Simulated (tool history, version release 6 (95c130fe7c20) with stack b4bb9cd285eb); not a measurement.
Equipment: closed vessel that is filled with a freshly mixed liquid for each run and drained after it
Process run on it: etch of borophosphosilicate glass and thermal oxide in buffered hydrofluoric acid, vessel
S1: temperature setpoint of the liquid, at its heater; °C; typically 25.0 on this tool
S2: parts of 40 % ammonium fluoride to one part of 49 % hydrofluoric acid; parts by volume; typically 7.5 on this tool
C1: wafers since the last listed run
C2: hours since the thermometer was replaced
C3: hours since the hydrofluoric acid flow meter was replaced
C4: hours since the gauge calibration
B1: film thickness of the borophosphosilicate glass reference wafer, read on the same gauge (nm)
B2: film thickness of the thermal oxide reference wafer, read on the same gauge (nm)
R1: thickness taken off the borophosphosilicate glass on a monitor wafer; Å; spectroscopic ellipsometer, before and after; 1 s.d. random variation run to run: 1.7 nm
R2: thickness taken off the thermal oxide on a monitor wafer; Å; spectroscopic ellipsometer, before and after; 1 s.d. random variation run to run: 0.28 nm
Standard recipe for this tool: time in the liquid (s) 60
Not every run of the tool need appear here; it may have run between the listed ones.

{"run": 1, "hour": 0.0, "S1": 25.0, "S2": 7.5, "time in the liquid (s)": 60, "C1": 0, "C2": 1877.3, "C3": 306.9, "C4": 451.8, "B1": 80.0, "B2": 119.97, "R1": 1793.6, "R2": 955.7}
{"run": 2, "hour": 14.7, "S1": 25.0, "S2": 7.5, "time in the liquid (s)": 60, "C1": 1174, "C2": 1892.0, "C3": 321.6, "C4": 466.5, "B1": 80.02, "B2": 119.97, "R1": 1827.9, "R2": 957.4}
{"run": 3, "hour": 31.5, "S1": 25.0, "S2": 7.5, "time in the liquid (s)": 60, "C1": 1342, "C2": 1908.8, "C3": 338.4, "C4": 483.3, "B1": 80.01, "B2": 119.99, "R1": 1808.1, "R2": 961.5}
{"run": 4, "hour": 59.9, "S1": 25.0, "S2": 7.5, "time in the liquid (s)": 60, "C1": 2268, "C2": 1937.2, "C3": 366.8, "C4": 511.7, "B1": 80.01, "B2": 119.97, "R1": 1799.3, "R2": 967.2}
{"run": 5, "hour": 94.8, "S1": 25.0, "S2": 7.5, "time in the liquid (s)": 60, "C1": 2788, "C2": 1972.1, "C3": 401.7, "C4": 546.6, "B1": 79.98, "B2": 120.01, "R1": 1809.0, "R2": 969.1}
{"run": 6, "hour": 126.9, "S1": 25.0, "S2": 7.5, "time in the liquid (s)": 60, "C1": 2564, "C2": 2004.2, "C3": 433.8, "C4": 578.7, "B1": 79.97, "B2": 119.99, "R1": 1820.1, "R2": 972.7}
{"run": 7, "hour": 162.2, "S1": 25.0, "S2": 7.5, "time in the liquid (s)": 60, "C1": 2820, "C2": 2039.5, "C3": 469.1, "C4": 614.0, "B1": 80.0, "B2": 119.99, "R1": 1819.5, "R2": 969.5}
{"run": 8, "hour": 174.2, "S1": 25.0, "S2": 9.5, "time in the liquid (s)": 35, "C1": 958, "C2": 2051.5, "C3": 481.1, "C4": 626.0, "B1": 80.01, "B2": 120.02, "R1": 833.0, "R2": 440.4}
{"run": 9, "hour": 197.7, "S1": 25.0, "S2": 7.5, "time in the liquid (s)": 60, "C1": 1877, "C2": 2075.0, "C3": 504.6, "C4": 649.5, "B1": 79.99, "B2": 119.98, "R1": 1836.3, "R2": 973.8}
{"hour": 205.4, "done": "thermometer replaced"}
{"run": 10, "hour": 230.4, "S1": 21.5, "S2": 7.5, "time in the liquid (s)": 60, "C1": 2532, "C2": 25.0, "C3": 537.3, "C4": 682.2, "B1": 80.0, "B2": 119.97, "R1": 1512.6, "R2": 814.1}
{"run": 11, "hour": 262.5, "S1": 21.5, "S2": 7.5, "time in the liquid (s)": 60, "C1": 2564, "C2": 57.1, "C3": 569.4, "C4": 714.3, "B1": 80.05, "B2": 120.01, "R1": 1513.4, "R2": 812.1}
{"run": 12, "hour": 285.3, "S1": 25.0, "S2": 7.5, "time in the liquid (s)": 60, "C1": 1821, "C2": 79.9, "C3": 592.2, "C4": 737.1, "B1": 79.98, "B2": 120.05, "R1": 1815.0, "R2": 993.0}
{"run": 13, "hour": 312.9, "S1": 23.0, "S2": 6.5, "time in the liquid (s)": 45, "C1": 2204, "C2": 107.5, "C3": 619.8, "C4": 764.7, "B1": 80.02, "B2": 120.0, "R1": 1407.9, "R2": 753.2}
{"hour": 332.9, "done": "gauge calibrated"}
{"hour": 354.5, "done": "hydrofluoric acid flow meter replaced"}
{"run": 14, "hour": 370.7, "S1": 28.0, "S2": 5.5, "time in the liquid (s)": 85, "C1": 4537, "C2": 165.3, "C3": 16.2, "C4": 37.8, "B1": 80.03, "B2": 119.98, "R1": 3773.4, "R2": 2008.7}
{"run": 15, "hour": 394.2, "S1": 21.5, "S2": 5.0, "time in the liquid (s)": 30, "C1": 1877, "C2": 188.8, "C3": 39.7, "C4": 61.3, "B1": 79.99, "B2": 119.97, "R1": 1023.5, "R2": 544.4}
{"run": 16, "hour": 418.8, "S1": 21.5, "S2": 7.5, "time in the liquid (s)": 60, "C1": 1965, "C2": 213.4, "C3": 64.3, "C4": 85.9, "B1": 80.01, "B2": 120.0, "R1": 1440.7, "R2": 757.9}
{"run": 17, "hour": 489.6, "S1": 27.5, "S2": 5.0, "time in the liquid (s)": 35, "C1": 5656, "C2": 284.2, "C3": 135.1, "C4": 156.7, "B1": 80.02, "B2": 119.99, "R1": 1662.6, "R2": 889.1}
{"run": 18, "hour": 552.5, "S1": 25.0, "S2": 6.0, "time in the liquid (s)": 30, "C1": 5025, "C2": 347.1, "C3": 198.0, "C4": 219.6, "B1": 79.99, "B2": 120.02, "R1": 1092.7, "R2": 574.2}
{"run": 19, "hour": 580.9, "S1": 22.5, "S2": 7.5, "time in the liquid (s)": 30, "C1": 2268, "C2": 375.5, "C3": 226.4, "C4": 248.0, "B1": 79.99, "B2": 119.97, "R1": 775.6, "R2": 410.4}
{"run": 20, "hour": 658.2, "S1": 25.0, "S2": 7.5, "time in the liquid (s)": 60, "C1": 6175, "C2": 452.8, "C3": 303.7, "C4": 325.3, "B1": 79.99, "B2": 119.97, "R1": 1809.3, "R2": 952.8}
{"run": 21, "hour": 709.8, "S1": 25.0, "S2": 7.5, "time in the liquid (s)": 60, "C1": 4122, "C2": 504.4, "C3": 355.3, "C4": 376.9, "B1": 80.03, "B2": 119.98, "R1": 1777.4, "R2": 955.2}
{"run": 22, "hour": 732.1, "S1": 25.0, "S2": 8.5, "time in the liquid (s)": 75, "C1": 1781, "C2": 526.7, "C3": 377.6, "C4": 399.2, "B1": 80.03, "B2": 120.02, "R1": 1944.6, "R2": 1044.8}
{"run": 23, "hour": 748.5, "S1": 23.5, "S2": 7.5, "time in the liquid (s)": 60, "C1": 1310, "C2": 543.1, "C3": 394.0, "C4": 415.6, "B1": 79.99, "B2": 120.01, "R1": 1643.0, "R2": 884.3}
{"run": 24, "hour": 764.9, "S1": 25.0, "S2": 7.5, "time in the liquid (s)": 60, "C1": 1310, "C2": 559.5, "C3": 410.4, "C4": 432.0, "B1": 79.97, "B2": 119.99, "R1": 1810.1, "R2": 967.2}
{"run": 25, "hour": 779.6, "S1": 25.0, "S2": 7.5, "time in the liquid (s)": 60, "C1": 1174, "C2": 574.2, "C3": 425.1, "C4": 446.7, "B1": 80.01, "B2": 120.01, "R1": 1796.8, "R2": 970.2}
{"run": 26, "hour": 795.1, "S1": 25.0, "S2": 5.5, "time in the liquid (s)": 60, "C1": 1238, "C2": 589.7, "C3": 440.6, "C4": 462.2, "B1": 79.96, "B2": 120.01, "R1": 2351.3, "R2": 1265.0}

Hidden state, per run?
liquid colder than its thermometer reads (K): 0 across all the runs
gauge reads high (%): 0 across all the runs
H1: hydrofluoric acid flow above the setpoint (%)
run=1 H1=5.8
run=2 H1=5.98
run=3 H1=6.19
run=4 H1=6.55
run=5 H1=6.99
run=6 H1=7.39
run=7 H1=7.83
run=8 H1=7.98
run=9 H1=8.28
run=10 H1=8.69
run=11 H1=9.09
run=12 H1=9.37
run=13 H1=9.72
run=14 H1=1.65
run=15 H1=1.94
run=16 H1=2.25
run=17 H1=3.14
run=18 H1=3.93
run=19 H1=4.28
run=20 H1=5.25
run=21 H1=5.9
run=22 H1=6.18
run=23 H1=6.38
run=24 H1=6.59
run=25 H1=6.77
run=26 H1=6.97
